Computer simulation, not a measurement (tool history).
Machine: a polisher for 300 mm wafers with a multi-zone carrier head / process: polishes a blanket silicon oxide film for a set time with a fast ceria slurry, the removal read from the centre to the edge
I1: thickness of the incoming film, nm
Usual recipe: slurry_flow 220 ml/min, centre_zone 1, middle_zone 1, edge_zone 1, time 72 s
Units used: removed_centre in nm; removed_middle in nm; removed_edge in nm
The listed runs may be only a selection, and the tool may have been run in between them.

{"run": 1, "day": 0.0, "slurry_flow": 235, "centre_zone": 0.92, "middle_zone": 1, "edge_zone": 1, "time": 72, "I1": 1986.6, "removed_centre": 657.4, "removed_middle": 713.2, "removed_edge": 692.6}
{"run": 2, "day": 2.675, "slurry_flow": 165, "centre_zone": 1, "middle_zone": 1, "edge_zone": 1.09, "time": 72, "I1": 2009.5, "removed_centre": 678.9, "removed_middle": 675.4, "removed_edge": 699.6}
{"run": 3, "day": 5.496, "slurry_flow": 220, "centre_zone": 1, "middle_zone": 1, "edge_zone": 1, "time": 72, "I1": 1986.7, "removed_centre": 692.6, "removed_middle": 696, "removed_edge": 706.4}
{"day": 7.279, "done": "slurry nozzle cleaned"}
{"run": 4, "day": 7.875, "slurry_flow": 220, "centre_zone": 1, "middle_zone": 1, "edge_zone": 0.91, "time": 72, "I1": 2007.8, "removed_centre": 704.7, "removed_middle": 712.5, "removed_edge": 680.2}
{"day": 8.0, "done": "centre zone pressure recalibrated"}
{"run": 5, "day": 10.012, "slurry_flow": 220, "centre_zone": 1, "middle_zone": 1, "edge_zone": 1, "time": 72, "I1": 1987.6, "removed_centre": 694.4, "removed_middle": 709.1, "removed_edge": 714.1}
{"run": 6, "day": 11.342, "slurry_flow": 220, "centre_zone": 1, "middle_zone": 1, "edge_zone": 1, "time": 72, "I1": 2012, "removed_centre": 693.6, "removed_middle": 698.9, "removed_edge": 684.8}
{"run": 7, "day": 12.675, "slurry_flow": 220, "centre_zone": 1.07, "middle_zone": 0.94, "edge_zone": 1, "time": 72, "I1": 1991.6, "removed_centre": 738, "removed_middle": 670.6, "removed_edge": 699.3}
{"day": 14.292, "done": "edge zone pressure recalibrated"}
{"run": 8, "day": 14.779, "slurry_flow": 220, "centre_zone": 0.89, "middle_zone": 1, "edge_zone": 1, "time": 60, "I1": 2003.6, "removed_centre": 522.3, "removed_middle": 584.3, "removed_edge": 583.4}
{"day": 15.117, "done": "worn pad replaced by a new one"}
{"run": 9, "day": 16.65, "slurry_flow": 220, "centre_zone": 1, "middle_zone": 1, "edge_zone": 0.91, "time": 72, "I1": 1983, "removed_centre": 701.4, "removed_middle": 704, "removed_edge": 664.9}
{"run": 10, "day": 18.629, "slurry_flow": 190, "centre_zone": 1, "middle_zone": 1, "edge_zone": 1, "time": 72, "I1": 1999, "removed_centre": 686.5, "removed_middle": 684.4, "removed_edge": 691.4}
{"run": 11, "day": 20.246, "slurry_flow": 180, "centre_zone": 1, "middle_zone": 1.05, "edge_zone": 1, "time": 72, "I1": 2021.5, "removed_centre": 679.1, "removed_middle": 719.3, "removed_edge": 677.7}
{"day": 22.629, "done": "carrier head's membrane replaced by a new one"}
{"run": 12, "day": 23.183, "slurry_flow": 220, "centre_zone": 1, "middle_zone": 1, "edge_zone": 0.89, "time": 72, "I1": 2027.6, "removed_centre": 690, "removed_middle": 704.5, "removed_edge": 667.5}
{"day": 24.85, "done": "slurry nozzle cleaned"}
{"run": 13, "day": 24.871, "slurry_flow": 280, "centre_zone": 0.93, "middle_zone": 1, "edge_zone": 1, "time": 72, "I1": 1988.6, "removed_centre": 674.9, "removed_middle": 714.3, "removed_edge": 686.1}
{"run": 14, "day": 26.021, "slurry_flow": 220, "centre_zone": 1, "middle_zone": 1, "edge_zone": 1, "time": 72, "I1": 2024.7, "removed_centre": 679.6, "removed_middle": 704.9, "removed_edge": 691.7}
{"run": 15, "day": 28.004, "slurry_flow": 220, "centre_zone": 1, "middle_zone": 1, "edge_zone": 1, "time": 72, "I1": 1993.8, "removed_centre": 685.1, "removed_middle": 706.2, "removed_edge": 699.8}
{"day": 33.888, "done": "worn pad replaced by a new one"}
{"run": 16, "day": 36.283, "slurry_flow": 195, "centre_zone": 1, "middle_zone": 1, "edge_zone": 1, "time": 72, "I1": 2006.7, "removed_centre": 683.4, "removed_middle": 690.1, "removed_edge": 700.6}
{"run": 17, "day": 37.729, "slurry_flow": 220, "centre_zone": 1, "middle_zone": 1.07, "edge_zone": 1, "time": 72, "I1": 1989.6, "removed_centre": 700, "removed_middle": 737.8, "removed_edge": 695.2}
{"day": 38.717, "done": "centre zone pressure recalibrated"}
{"run": 18, "day": 38.933, "slurry_flow": 220, "centre_zone": 1, "middle_zone": 1, "edge_zone": 1, "time": 72, "I1": 2022.9, "removed_centre": 692.4, "removed_middle": 708.8, "removed_edge": 690.7}
{"run": 19, "day": 41.267, "slurry_flow": 255, "centre_zone": 1, "middle_zone": 0.93, "edge_zone": 1, "time": 72, "I1": 1969.7, "removed_centre": 708.5, "removed_middle": 672.9, "removed_edge": 701}
{"run": 20, "day": 42.8, "slurry_flow": 175, "centre_zone": 1.05, "middle_zone": 1, "edge_zone": 0.88, "time": 83, "I1": 2020.5, "removed_centre": 821.9, "removed_middle": 776.6, "removed_edge": 750.5}

Run 21 has not been measured yet. What should we expect?
{"run": 21, "day": 44.312, "slurry_flow": 220, "centre_zone": 0.95, "middle_zone": 1, "edge_zone": 1, "time": 81, "I1": 2031.5, "removed_centre": "?", "removed_middle": "?", "removed_edge": "?"}

{"run 21": {"removed_centre": 757.4, "removed_middle": 792.4, "removed_edge": 788.1}}
With the hidden condition absent and the run-to-run variation left alone, this run would have shown removed_centre 757.4 nm, removed_middle 792.4 nm, removed_edge 788.1 nm.
